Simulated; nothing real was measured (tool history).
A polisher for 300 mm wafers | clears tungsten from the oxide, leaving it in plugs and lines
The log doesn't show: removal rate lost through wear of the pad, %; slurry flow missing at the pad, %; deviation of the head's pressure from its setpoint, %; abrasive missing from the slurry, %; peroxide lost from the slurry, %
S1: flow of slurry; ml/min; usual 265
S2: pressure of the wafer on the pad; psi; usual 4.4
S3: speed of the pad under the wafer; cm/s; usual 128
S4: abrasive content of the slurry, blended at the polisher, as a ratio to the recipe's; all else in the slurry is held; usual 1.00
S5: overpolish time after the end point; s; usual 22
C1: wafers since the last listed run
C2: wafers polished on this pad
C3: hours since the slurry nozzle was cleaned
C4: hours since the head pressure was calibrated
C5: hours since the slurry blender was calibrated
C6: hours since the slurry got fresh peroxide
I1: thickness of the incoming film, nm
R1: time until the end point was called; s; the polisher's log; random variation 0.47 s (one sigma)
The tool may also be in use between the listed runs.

{"run": 1, "hour": 0.0, "S1": 265, "S2": 3.4, "S3": 162, "S4": 1.0, "S5": 22, "C1": 0, "C2": 1226, "C3": 9.9, "C4": 615.5, "C5": 64.9, "C6": 46.9, "I1": 334.5, "R1": 54.1}
{"run": 2, "hour": 24.6, "S1": 265, "S2": 3.4, "S3": 162, "S4": 1.0, "S5": 22, "C1": 191, "C2": 1418, "C3": 34.5, "C4": 640.1, "C5": 89.5, "C6": 71.5, "I1": 331.2, "R1": 55.2}
{"hour": 41.5, "done": "worn pad replaced by a new one"}
{"run": 3, "hour": 42.0, "S1": 265, "S2": 4.4, "S3": 128, "S4": 1.0, "S5": 19, "C1": 104, "C2": 3, "C3": 51.9, "C4": 657.5, "C5": 106.9, "C6": 88.9, "I1": 330.1, "R1": 50.3}
{"run": 4, "hour": 59.3, "S1": 265, "S2": 4.4, "S3": 128, "S4": 1.0, "S5": 19, "C1": 134, "C2": 138, "C3": 69.2, "C4": 674.8, "C5": 124.2, "C6": 106.2, "I1": 331.5, "R1": 50.9}
{"run": 5, "hour": 85.4, "S1": 265, "S2": 4.4, "S3": 128, "S4": 1.0, "S5": 22, "C1": 203, "C2": 342, "C3": 95.3, "C4": 700.9, "C5": 150.3, "C6": 132.3, "I1": 332.2, "R1": 52.8}
{"hour": 100.9, "done": "slurry tank refilled with fresh slurry and peroxide"}
{"run": 6, "hour": 119.8, "S1": 265, "S2": 4.4, "S3": 128, "S4": 1.0, "S5": 22, "C1": 260, "C2": 602, "C3": 129.7, "C4": 735.3, "C5": 184.7, "C6": 18.9, "I1": 333.3, "R1": 54.7}
{"hour": 129.6, "done": "slurry blender recalibrated"}
{"run": 7, "hour": 141.8, "S1": 265, "S2": 4.4, "S3": 128, "S4": 1.0, "S5": 22, "C1": 155, "C2": 758, "C3": 151.7, "C4": 757.3, "C5": 12.2, "C6": 40.9, "I1": 326.4, "R1": 53.8}
{"run": 8, "hour": 177.3, "S1": 265, "S2": 4.4, "S3": 128, "S4": 1.0, "S5": 22, "C1": 276, "C2": 1035, "C3": 187.2, "C4": 792.8, "C5": 47.7, "C6": 76.4, "I1": 332.0, "R1": 55.3}
{"run": 9, "hour": 200.6, "S1": 265, "S2": 4.4, "S3": 128, "S4": 1.0, "S5": 22, "C1": 181, "C2": 1217, "C3": 210.5, "C4": 816.1, "C5": 71.0, "C6": 99.7, "I1": 329.9, "R1": 57.1}
{"run": 10, "hour": 214.5, "S1": 265, "S2": 4.4, "S3": 106, "S4": 1.0, "S5": 22, "C1": 108, "C2": 1325, "C3": 224.4, "C4": 830.0, "C5": 84.9, "C6": 113.6, "I1": 327.8, "R1": 67.7}
{"hour": 220.4, "done": "worn pad replaced by a new one"}
{"hour": 237.4, "done": "slurry nozzle cleaned"}
{"run": 11, "hour": 237.9, "S1": 265, "S2": 4.4, "S3": 156, "S4": 1.0, "S5": 35, "C1": 143, "C2": 128, "C3": 0.5, "C4": 853.4, "C5": 108.3, "C6": 137.0, "I1": 330.4, "R1": 40.8}
{"hour": 258.4, "done": "slurry tank refilled with fresh slurry and peroxide"}
{"run": 12, "hour": 264.7, "S1": 265, "S2": 4.4, "S3": 104, "S4": 1.15, "S5": 22, "C1": 201, "C2": 329, "C3": 27.3, "C4": 880.2, "C5": 135.1, "C6": 6.3, "I1": 331.7, "R1": 61.9}
{"hour": 270.3, "done": "head pressure recalibrated"}
{"run": 13, "hour": 286.9, "S1": 175, "S2": 4.4, "S3": 128, "S4": 1.15, "S5": 22, "C1": 157, "C2": 487, "C3": 49.5, "C4": 16.6, "C5": 157.3, "C6": 28.5, "I1": 328.6, "R1": 54.3}
{"run": 14, "hour": 314.1, "S1": 265, "S2": 5.6, "S3": 128, "S4": 1.0, "S5": 22, "C1": 212, "C2": 699, "C3": 76.7, "C4": 43.8, "C5": 184.5, "C6": 55.7, "I1": 329.5, "R1": 40.8}
{"run": 15, "hour": 338.3, "S1": 265, "S2": 4.4, "S3": 128, "S4": 1.0, "S5": 19, "C1": 188, "C2": 888, "C3": 100.9, "C4": 68.0, "C5": 208.7, "C6": 79.9, "I1": 327.2, "R1": 53.1}
{"hour": 361.2, "done": "slurry blender recalibrated"}
{"run": 16, "hour": 361.7, "S1": 350, "S2": 4.4, "S3": 90, "S4": 1.0, "S5": 12, "C1": 166, "C2": 1055, "C3": 124.3, "C4": 91.4, "C5": 0.5, "C6": 103.3, "I1": 335.7, "R1": 75.1}
{"hour": 379.2, "done": "worn pad replaced by a new one"}
{"run": 17, "hour": 385.9, "S1": 345, "S2": 5.6, "S3": 128, "S4": 0.75, "S5": 22, "C1": 157, "C2": 52, "C3": 148.5, "C4": 115.6, "C5": 24.7, "C6": 127.5, "I1": 335.0, "R1": 41.2}
{"hour": 391.3, "done": "slurry tank refilled with fresh slurry and peroxide"}
{"run": 18, "hour": 415.8, "S1": 265, "S2": 4.9, "S3": 98, "S4": 1.0, "S5": 32, "C1": 225, "C2": 277, "C3": 178.4, "C4": 145.5, "C5": 54.6, "C6": 24.5, "I1": 328.3, "R1": 61.2}
{"run": 19, "hour": 442.9, "S1": 200, "S2": 5.0, "S3": 128, "S4": 1.0, "S5": 22, "C1": 211, "C2": 488, "C3": 205.5, "C4": 172.6, "C5": 81.7, "C6": 51.6, "I1": 325.5, "R1": 49.6}
{"run": 20, "hour": 457.3, "S1": 265, "S2": 4.4, "S3": 128, "S4": 1.0, "S5": 22, "C1": 112, "C2": 601, "C3": 219.9, "C4": 187.0, "C5": 96.1, "C6": 66.0, "I1": 330.2, "R1": 55.9}
{"hour": 483.2, "done": "slurry nozzle cleaned"}
{"run": 21, "hour": 513.1, "S1": 265, "S2": 5.6, "S3": 128, "S4": 1.0, "S5": 14, "C1": 427, "C2": 1028, "C3": 29.9, "C4": 242.8, "C5": 151.9, "C6": 121.8, "I1": 330.0, "R1": 41.8}

Forecast each of these 4 alternatives for the next run:
{"run": "A", "hour": 513.5, "S1": 265, "S2": 4.4, "S3": 128, "S4": 1.0, "S5": 22, "C1": 3, "C2": 1031, "C3": 30.3, "C4": 243.2, "C5": 152.3, "C6": 122.2, "I1": 328.6, "R1": "?"}
{"run": "B", "hour": 513.5, "S1": 265, "S2": 5.7, "S3": 128, "S4": 1.0, "S5": 22, "C1": 3, "C2": 1031, "C3": 30.3, "C4": 243.2, "C5": 152.3, "C6": 122.2, "I1": 328.6, "R1": "?"}
{"run": "C", "hour": 513.5, "S1": 265, "S2": 4.4, "S3": 128, "S4": 0.75, "S5": 22, "C1": 3, "C2": 1031, "C3": 30.3, "C4": 243.2, "C5": 152.3, "C6": 122.2, "I1": 328.6, "R1": "?"}
{"run": "D", "hour": 513.5, "S1": 355, "S2": 3.7, "S3": 168, "S4": 1.0, "S5": 33, "C1": 3, "C2": 1031, "C3": 30.3, "C4": 243.2, "C5": 152.3, "C6": 122.2, "I1": 328.6, "R1": "?"}

run=A R1=53.2
run=B R1=41.1
run=C R1=55.6
run=D R1=46.7
Without the tool's hidden state the same runs would have given:
run=A R1=49.3
run=B R1=38.1
run=C R1=51.5
run=D R1=43.5
